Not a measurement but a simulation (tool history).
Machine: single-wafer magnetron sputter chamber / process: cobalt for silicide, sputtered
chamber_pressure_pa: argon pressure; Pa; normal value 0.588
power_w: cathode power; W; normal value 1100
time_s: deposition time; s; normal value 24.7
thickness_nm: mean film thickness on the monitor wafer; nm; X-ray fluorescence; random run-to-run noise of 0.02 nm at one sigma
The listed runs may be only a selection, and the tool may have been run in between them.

run   hour  chamber_pressure_pa  power_w  time_s  read-back reference wafer on the same gauge, thickness_nm  thickness_nm
  1    0.0                0.588     1100    24.7                                                     14.802        13.613
       4.1  -- gauge calibrated
  2   15.1                0.588     1100    24.7                                                     14.800        13.563
  3   32.2                0.588     1100    24.7                                                     14.804        13.533
  4   43.0                0.588     1100    24.7                                                     14.807        13.547
  5   55.8                0.528     1100    24.7                                                     14.796        13.878
  6   64.6                0.588     1100    24.7                                                     14.794        13.517
  7   75.7                0.588     1100    24.7                                                     14.797        13.500
  8   89.0                0.588     1100    24.7                                                     14.788        13.487
  9   97.7                0.588     1100    21.7                                                     14.797        11.853
 10  109.8                0.588     1100    21.7                                                     14.804        11.819
 11  122.9                0.355     1300    21.2                                                     14.808        13.995
 12  132.8                0.772     1100    27.6                                                     14.800        13.860
     168.3  -- magnet pack replaced
     181.9  -- gauge calibrated
     190.0  -- sputter target and shields replaced
 13  190.5                0.588     1100    24.7                                                     14.798        13.586
     200.8  -- capacitance manometer re-zeroed and calibrated
 14  201.3                0.588     1100    24.7                                                     14.799        13.610
 15  216.6                0.383     1200    22.5                                                     14.802        14.223
 16  227.8                0.355     1300    21.2                                                     14.798        14.213
 17  242.3                0.742     1300    20.6                                                     14.790        11.668
 18  257.1                0.458     1200    27.7                                                     14.801        16.897
 19  269.1                0.588     1100    24.7                                                     14.806        13.599
 20  281.6                0.358     1100    22.0                                                     14.800        13.373

What if the next run were any one of these 3? Each begins from the tool's condition after run 20:
  A  282.0                0.588     1100    24.7                                                          ?             ?
  B  282.0                0.796      850    24.7                                                          ?             ?
  C  282.0                0.737      850    26.5                                                          ?             ?

run  read-back reference wafer on the same gauge, thickness_nm  thickness_nm
  A                                                     14.803        13.575
  B                                                     14.803        10.935
  C                                                     14.803        12.024
Had the tool no hidden state, the same runs would have come out as:
run  thickness_nm
  A        13.620
  B        10.971
  C        12.064
